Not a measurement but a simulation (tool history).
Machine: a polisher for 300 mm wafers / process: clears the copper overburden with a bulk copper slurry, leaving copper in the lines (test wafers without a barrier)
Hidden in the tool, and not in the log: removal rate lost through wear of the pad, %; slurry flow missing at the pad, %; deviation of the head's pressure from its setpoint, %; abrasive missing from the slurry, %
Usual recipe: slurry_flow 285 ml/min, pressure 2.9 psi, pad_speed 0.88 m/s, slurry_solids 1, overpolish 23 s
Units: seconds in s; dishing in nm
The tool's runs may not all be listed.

run	hour	slurry_flow	pressure	pad_speed	slurry_solids	overpolish	wafers since the last listed run	wafers polished on this pad	hours since the slurry nozzle was cleaned	hours since the head pressure was calibrated	hours since the slurry blender was calibrated	incoming thickness of the incoming film, nm	seconds	dishing
1	0	285	2.9	0.88	1	23	0	1200	268.8	49.8	357.4	896.3	140	82.9
2	101.5	285	2.9	0.88	1	23	721	1922	370.3	151.3	458.9	879.1	141.7	84.6
# hour 114.7: slurry blender recalibrated
3	205.4	285	2.9	0.88	1	23	724	2647	474.2	255.2	90.7	896.2	147.9	84.8
4	272.4	285	2.9	0.88	1	23	476	3123	541.2	322.2	157.7	890.5	144.9	85.4
# hour 304.7: worn pad replaced by a new one
5	336.9	285	2.9	0.88	1	23	430	229	605.7	386.7	222.2	889.8	150.2	82.7
6	436.8	285	2.9	0.88	1	23	710	939	705.6	486.6	322.1	876.8	151.7	81.4
# hour 447.6: slurry nozzle cleaned
7	537.4	285	2.6	0.88	1	23	708	1648	89.8	587.2	422.7	897.9	158	78.7
# hour 585.1: slurry blender recalibrated
# hour 677.5: head pressure recalibrated
8	739	285	2.6	0.88	1	23	1405	3053	291.4	61.5	153.9	891.9	159.9	77.8
# hour 813.5: worn pad replaced by a new one
9	816.7	285	2.6	0.88	1	23	524	22	369.1	139.2	231.6	882.5	155	76.5
10	906.5	285	2.9	0.88	1	23	638	661	458.9	229	321.4	885.1	143	82.8
11	969.5	285	2.9	0.88	1	23	448	1109	521.9	292	384.4	890.8	145.2	83.9
12	1026.7	285	2.3	0.68	1	23	406	1516	579.1	349.2	441.6	889.3	232.2	56.2
# hour 1086.5: slurry nozzle cleaned
13	1121.1	230	2.9	0.88	1	23	664	2180	34.6	443.6	536	875	144.8	83.7
# hour 1163.6: slurry blender recalibrated
14	1196	285	2.6	0.88	1	23	518	2699	109.5	518.5	32.4	888.3	150.1	79.2
15	1293.3	285	2.9	0.88	1	23	692	3391	206.8	615.8	129.7	910.6	142.4	84.6
# hour 1298.7: worn pad replaced by a new one
16	1362.9	345	2.9	0.78	0.8	30	466	456	276.4	685.4	199.3	890	165.1	90.9
# hour 1400.5: head pressure recalibrated
17	1412.3	380	3.5	1.1	1	23	337	793	325.8	11.8	248.7	878.1	89.8	115.2
18	1493.7	285	2.9	0.88	1	23	578	1372	407.2	93.2	330.1	904.1	145.3	83
19	1582.5	185	2.9	0.88	1	23	631	2004	496	182	418.9	897.3	154.5	79.1
20	1668.5	285	2.9	0.88	1	23	611	2616	582	268	504.9	878.6	146.1	82
# hour 1693.2: slurry nozzle cleaned
# hour 1710.5: slurry blender recalibrated
21	1721.6	285	2.9	0.88	1	23	356	2972	28.4	321.1	11.1	902	140.4	88
22	1759.6	285	2.9	0.88	1	23	270	3242	66.4	359.1	49.1	895.8	145.5	85.1

Estimate the outcome of run 23 from the log above:
# hour 1789: worn pad replaced by a new one
23	1848.4	285	2.9	0.88	1	23	603	422	155.2	447.9	137.9	894.6	?	?

Run 23 produced seconds 141.5 s, dishing 84.9 nm.
The same run, on a tool lacking any hidden state, would have yielded seconds 140.6 s, dishing 85.2 nm.

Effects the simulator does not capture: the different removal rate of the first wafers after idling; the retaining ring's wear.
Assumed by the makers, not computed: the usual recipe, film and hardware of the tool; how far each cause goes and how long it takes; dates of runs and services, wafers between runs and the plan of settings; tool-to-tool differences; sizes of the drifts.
